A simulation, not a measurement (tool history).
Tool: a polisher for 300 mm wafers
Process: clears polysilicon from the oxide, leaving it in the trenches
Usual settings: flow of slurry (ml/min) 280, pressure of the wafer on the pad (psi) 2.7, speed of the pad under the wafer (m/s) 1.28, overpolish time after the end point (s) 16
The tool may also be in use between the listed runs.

run	hour	flow of slurry (ml/min)	pressure of the wafer on the pad (psi)	speed of the pad under the wafer (m/s)	overpolish time after the end point (s)	wafers since the last listed run	wafers polished on this pad	hours since the slurry nozzle was cleaned	hours since the head pressure was calibrated	incoming thickness of the incoming film, nm	time until the end point was called (s)
1	0	280	2.7	1.28	16	0	4806	131.8	978.1	460.9	32.8
2	95.6	245	2.5	1.28	16	1554	6361	227.4	1073.7	462.1	35
3	145.3	280	2.7	1.28	16	808	7169	277.1	1123.4	466	32.8
4	191.1	280	2.7	1.28	16	744	7914	322.9	1169.2	458.6	32.2
5	239.9	280	2.7	1.28	16	793	8708	371.7	1218	459	32.3
6	293.9	280	2.7	1.28	16	878	9586	425.7	1272	463.4	32.7
7	333.7	280	2.7	1.28	16	647	10233	465.5	1311.8	466.4	33.1
# hour 383.9: worn pad replaced by a new one
8	410.5	280	2.7	1.12	10	1184	432	542.3	1388.6	457.2	39.2
# hour 455.4: head pressure recalibrated
9	496.8	325	2.7	1.28	16	1371	1804	628.6	41.4	468.3	35.1
10	542.1	325	2.7	1.28	16	736	2540	673.9	86.7	469.3	36.8
# hour 579.8: slurry nozzle cleaned
11	594.6	325	2.7	1.28	16	837	3378	14.8	139.2	461	35.9
12	671.9	280	2.7	1.54	9	1257	4635	92.1	216.5	456.9	30.3
13	764.9	280	2.7	1.28	16	1512	6148	185.1	309.5	460.4	36.4
14	852.8	280	3.1	1.28	20	1429	7578	273	397.4	455.1	33.2
15	908.1	280	2.4	1.6	23	899	8477	328.3	452.7	451.3	30.8
16	958	280	2.7	1.28	16	811	9289	378.2	502.6	458.4	36.7
17	1052.5	280	2.3	1.6	16	1537	10826	472.7	597.1	466.9	32.5
# hour 1142.6: worn pad replaced by a new one, repeated, since the last time left the tool worse
18	1148.8	280	2.7	1.28	16	1501	101	569	693.4	467.2	31.3
# hour 1243.2: slurry nozzle cleaned
19	1244.9	280	3	1.28	12	1546	1647	1.7	789.5	459.1	29.9
20	1308.9	375	2.1	1.28	16	1040	2688	65.7	853.5	462.5	36.1
21	1353.2	280	2.7	0.98	16	720	3409	110	897.8	461.5	42.3
22	1433.5	365	2.7	1.28	25	1306	4715	190.3	978.1	451	30.7
23	1486.2	280	2.7	1.28	16	857	5572	243	1030.8	467.3	33.1
24	1549.2	210	1.9	0.88	23	1024	6597	306	1093.8	463.5	58.6
# hour 1659.8: head pressure recalibrated
25	1731.3	280	2.7	1.28	16	2929	9526	488.1	71.5	458.3	32.1
# hour 1831.2: worn pad replaced by a new one
26	1969.2	280	2.7	1.28	16	3804	2244	726	309.4	451.5	31.7
# hour 1999.3: slurry nozzle cleaned
27	2032.4	280	2.3	1.48	16	1011	3256	33.1	372.6	455	30.1
28	2083.2	280	2.7	1.28	16	826	4082	83.9	423.4	466.5	32.7
29	2187.2	330	3.5	0.98	24	1691	5773	187.9	527.4	455.7	34.9
30	2251.4	360	1.9	1.28	13	1044	6818	252.1	591.6	457.1	38.8
31	2338	280	2.3	0.98	16	1408	8226	338.7	678.2	459.2	46.8
# hour 2406.6: worn pad replaced by a new one
32	2434.7	315	2.7	1.28	7	1507	457	435.4	774.9	462.5	31.3
33	2491.2	280	2.7	1.28	16	918	1376	491.9	831.4	456.1	31.7
34	2551.7	280	2.7	0.94	16	984	2360	552.4	891.9	462	43.7

Hidden state or all else? Some run-to-run changes of time until the end point was called (s), split into what the settings, what came in and random variation would give without the hidden state, and what is left for the hidden state (with any gauge scatter that isn't in both results):
The hidden state here: removal rate lost through wear of the pad, %; slurry flow missing at the pad, %; deviation of the head's pressure from its setpoint, %.
Run 7 -> 8: speed of the pad under the wafer (m/s) 1.28 -> 1.12, overpolish time after the end point (s) 16 -> 10, worn pad replaced by a new one. time until the end point was called (s) +6.1: hidden state +2.4, all else +3.7.
Run 17 -> 18: pressure of the wafer on the pad (psi) 2.3 -> 2.7, speed of the pad under the wafer (m/s) 1.6 -> 1.28, worn pad replaced by a new one, repeated, since the last time left the tool worse. time until the end point was called (s) -1.2: hidden state -4.8, all else +3.6.
Run 23 -> 24: flow of slurry (ml/min) 280 -> 210, pressure of the wafer on the pad (psi) 2.7 -> 1.9, speed of the pad under the wafer (m/s) 1.28 -> 0.88, overpolish time after the end point (s) 16 -> 23. time until the end point was called (s) +25.5: hidden state +1.4, all else +24.1.
Run 24 -> 25: flow of slurry (ml/min) 210 -> 280, pressure of the wafer on the pad (psi) 1.9 -> 2.7, speed of the pad under the wafer (m/s) 0.88 -> 1.28, overpolish time after the end point (s) 23 -> 16, head pressure recalibrated. time until the end point was called (s) -26.5: hidden state -1.2, all else -25.3.
Run 31 -> 32: flow of slurry (ml/min) 280 -> 315, pressure of the wafer on the pad (psi) 2.3 -> 2.7, speed of the pad under the wafer (m/s) 0.98 -> 1.28, overpolish time after the end point (s) 16 -> 7, worn pad replaced by a new one. time until the end point was called (s) -15.5: hidden state -2.1, all else -13.4.
